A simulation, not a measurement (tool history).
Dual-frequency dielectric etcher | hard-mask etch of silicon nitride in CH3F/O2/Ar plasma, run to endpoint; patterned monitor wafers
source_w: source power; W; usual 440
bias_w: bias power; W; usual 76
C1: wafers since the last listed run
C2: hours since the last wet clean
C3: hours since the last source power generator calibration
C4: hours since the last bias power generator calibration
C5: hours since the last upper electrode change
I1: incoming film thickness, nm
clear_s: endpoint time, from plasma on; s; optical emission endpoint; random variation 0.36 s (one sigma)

run 1 hour=0 | source_w=440 bias_w=68 | C1=0 C2=428.3 C3=3675.5 C4=3493.3 C5=1961.1 | I1=42.81 | clear_s=61.5
-- hour=29.7 wet clean of the chamber
run 2 hour=31.8 | source_w=440 bias_w=68 | C1=120 C2=2.1 C3=3707.3 C4=3525.1 C5=1992.9 | I1=42.03 | clear_s=63
run 3 hour=87.5 | source_w=440 bias_w=76 | C1=859 C2=57.8 C3=3763 C4=3580.8 C5=2048.6 | I1=42.68 | clear_s=61.9
run 4 hour=113.5 | source_w=350 bias_w=76 | C1=400 C2=83.8 C3=3789 C4=3606.8 C5=2074.6 | I1=42.79 | clear_s=67
run 5 hour=138.2 | source_w=350 bias_w=76 | C1=380 C2=108.5 C3=3813.7 C4=3631.5 C5=2099.3 | I1=42.56 | clear_s=67.3
run 6 hour=208.8 | source_w=370 bias_w=76 | C1=1088 C2=179.1 C3=3884.3 C4=3702.1 C5=2169.9 | I1=42.85 | clear_s=64.9
run 7 hour=240.5 | source_w=370 bias_w=87 | C1=488 C2=210.8 C3=3916 C4=3733.8 C5=2201.6 | I1=42.56 | clear_s=61.9
run 8 hour=307.6 | source_w=370 bias_w=87 | C1=1034 C2=277.9 C3=3983.1 C4=3800.9 C5=2268.7 | I1=42.88 | clear_s=62.2
run 9 hour=362.7 | source_w=370 bias_w=87 | C1=849 C2=333 C3=4038.2 C4=3856 C5=2323.8 | I1=42.55 | clear_s=61.1
run 10 hour=418 | source_w=510 bias_w=76 | C1=852 C2=388.3 C3=4093.5 C4=3911.3 C5=2379.1 | I1=42.73 | clear_s=56.6
run 11 hour=442.3 | source_w=510 bias_w=76 | C1=374 C2=412.6 C3=4117.8 C4=3935.6 C5=2403.4 | I1=43.08 | clear_s=57.5
-- hour=459.6 source power generator calibrated
run 12 hour=502.7 | source_w=440 bias_w=76 | C1=869 C2=473 C3=43.1 C4=3996 C5=2463.8 | I1=42.52 | clear_s=59.1
-- hour=558.5 wet clean of the chamber
run 13 hour=559 | source_w=440 bias_w=76 | C1=498 C2=0.5 C3=99.4 C4=4052.3 C5=2520.1 | I1=42.84 | clear_s=63.3
run 14 hour=597.9 | source_w=440 bias_w=76 | C1=599 C2=39.4 C3=138.3 C4=4091.2 C5=2559 | I1=42.57 | clear_s=61.4
run 15 hour=631.3 | source_w=440 bias_w=66 | C1=515 C2=72.8 C3=171.7 C4=4124.6 C5=2592.4 | I1=42.31 | clear_s=63.8
run 16 hour=663.3 | source_w=440 bias_w=66 | C1=493 C2=104.8 C3=203.7 C4=4156.6 C5=2624.4 | I1=42.87 | clear_s=64.2
run 17 hour=726.2 | source_w=400 bias_w=76 | C1=970 C2=167.7 C3=266.6 C4=4219.5 C5=2687.3 | I1=42.3 | clear_s=63
run 18 hour=789.7 | source_w=380 bias_w=58 | C1=979 C2=231.2 C3=330.1 C4=4283 C5=2750.8 | I1=42.49 | clear_s=67.6
run 19 hour=833.2 | source_w=370 bias_w=87 | C1=670 C2=274.7 C3=373.6 C4=4326.5 C5=2794.3 | I1=42.74 | clear_s=62.2
-- hour=890.5 bias power generator calibrated
-- hour=895.8 upper electrode replaced
run 20 hour=896.3 | source_w=440 bias_w=76 | C1=830 C2=337.8 C3=436.7 C4=5.8 C5=0.5 | I1=42.66 | clear_s=60.2
run 21 hour=931.7 | source_w=390 bias_w=76 | C1=545 C2=373.2 C3=472.1 C4=41.2 C5=35.9 | I1=42.45 | clear_s=62.8
run 22 hour=976.7 | source_w=410 bias_w=63 | C1=694 C2=418.2 C3=517.1 C4=86.2 C5=80.9 | I1=42.35 | clear_s=63.7
-- hour=1015.5 wet clean of the chamber
run 23 hour=1016 | source_w=440 bias_w=76 | C1=235 C2=0.5 C3=556.4 C4=125.5 C5=120.2 | I1=42.81 | clear_s=62.8
run 24 hour=1044.2 | source_w=340 bias_w=65 | C1=434 C2=28.7 C3=584.6 C4=153.7 C5=148.4 | I1=42.15 | clear_s=69.5
run 25 hour=1080.6 | source_w=350 bias_w=76 | C1=561 C2=65.1 C3=621 C4=190.1 C5=184.8 | I1=42.16 | clear_s=66.8
run 26 hour=1136.9 | source_w=400 bias_w=82 | C1=868 C2=121.4 C3=677.3 C4=246.4 C5=241.1 | I1=42.3 | clear_s=62.1
run 27 hour=1207.7 | source_w=440 bias_w=76 | C1=1091 C2=192.2 C3=748.1 C4=317.2 C5=311.9 | I1=42.77 | clear_s=62
run 28 hour=1234.7 | source_w=540 bias_w=67 | C1=416 C2=219.2 C3=775.1 C4=344.2 C5=338.9 | I1=42.15 | clear_s=57.7
run 29 hour=1293.2 | source_w=540 bias_w=91 | C1=902 C2=277.7 C3=833.6 C4=402.7 C5=397.4 | I1=42.22 | clear_s=53.2
run 30 hour=1340.6 | source_w=520 bias_w=70 | C1=731 C2=325.1 C3=881 C4=450.1 C5=444.8 | I1=42.5 | clear_s=57.8
run 31 hour=1402.9 | source_w=540 bias_w=83 | C1=960 C2=387.4 C3=943.3 C4=512.4 C5=507.1 | I1=42.25 | clear_s=54.2
run 32 hour=1433 | source_w=510 bias_w=76 | C1=464 C2=417.5 C3=973.4 C4=542.5 C5=537.2 | I1=42.57 | clear_s=56.8
run 33 hour=1486.7 | source_w=380 bias_w=61 | C1=828 C2=471.2 C3=1027.1 C4=596.2 C5=590.9 | I1=42.83 | clear_s=66.1
-- hour=1542.5 wet clean of the chamber
run 34 hour=1555.2 | source_w=520 bias_w=62 | C1=686 C2=12.7 C3=1095.6 C4=664.7 C5=659.4 | I1=42.32 | clear_s=60.2
run 35 hour=1608.8 | source_w=330 bias_w=61 | C1=826 C2=66.3 C3=1149.2 C4=718.3 C5=713 | I1=42.27 | clear_s=70.5
run 36 hour=1657.7 | source_w=440 bias_w=76 | C1=754 C2=115.2 C3=1198.1 C4=767.2 C5=761.9 | I1=42.76 | clear_s=60.9

The tool's hidden state at each run:
source power that arrives over what is set, %: 0 in every run
bias power that arrives over what is set, %: 0 in every run
H1: etch rate over this chamber's usual, %
run=1 H1=4.71
run=2 H1=-0.215
run=3 H1=0.405
run=4 H1=0.694
run=5 H1=0.969
run=6 H1=1.76
run=7 H1=2.11
run=8 H1=2.85
run=9 H1=3.47
run=10 H1=4.08
run=11 H1=4.35
run=12 H1=5.03
run=13 H1=-0.0128
run=14 H1=0.42
run=15 H1=0.792
run=16 H1=1.15
run=17 H1=1.85
run=18 H1=2.55
run=19 H1=3.04
run=20 H1=3.74
run=21 H1=4.14
run=22 H1=4.64
run=23 H1=-0.328
run=24 H1=-0.0142
run=25 H1=0.391
run=26 H1=1.02
run=27 H1=1.81
run=28 H1=2.11
run=29 H1=2.76
run=30 H1=3.28
run=31 H1=3.98
run=32 H1=4.31
run=33 H1=4.91
run=34 H1=0.933
run=35 H1=1.53
run=36 H1=2.07
